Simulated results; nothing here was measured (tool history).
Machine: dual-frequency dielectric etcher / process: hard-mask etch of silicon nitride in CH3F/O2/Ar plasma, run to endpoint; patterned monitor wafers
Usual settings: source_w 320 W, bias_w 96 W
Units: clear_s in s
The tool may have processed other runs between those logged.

run,hour,source_w,bias_w,"incoming incoming film thickness, nm",clear_s
1,0.0,320,96,53.1,79.8
2,57.7,320,96,53.5,80.4
3,95.2,320,101,53.7,79.4
4,122.2,320,101,53.1,77.7
5,177.1,320,102,54.2,79.7
6,204.4,320,102,53.3,78.1
7,263.9,320,102,53.4,77.0
# hour 301.8: wet clean of the chamber
8,311.8,350,96,53.6,77.5
# hour 364.5: upper electrode replaced
# hour 366.1: source power generator calibrated
9,366.6,360,88,53.2,79.7
10,424.0,390,104,53.2,69.2
11,453.2,360,104,53.4,74.0
12,483.9,320,96,53.3,80.5
13,555.0,260,87,53.7,91.9
# hour 581.3: bias power generator calibrated
14,597.0,370,96,53.1,74.1
15,652.8,320,102,53.7,78.6
16,692.2,320,106,53.4,77.2
17,761.9,270,81,53.1,93.6

Alternative continuations, all from the tool just after run 17; predict every row:
A,762.3,320,96,53.5,?
B,762.3,280,75,53.5,?
C,762.3,350,116,53.5,?
D,762.3,390,90,53.5,?
E,762.3,280,96,53.5,?

run,clear_s
A,80.6
B,98.0
C,70.3
D,76.4
E,85.6
Had the tool no hidden state, the same runs would have come out as:
run,clear_s
A,80.6
B,98.0
C,70.3
D,76.4
E,85.6
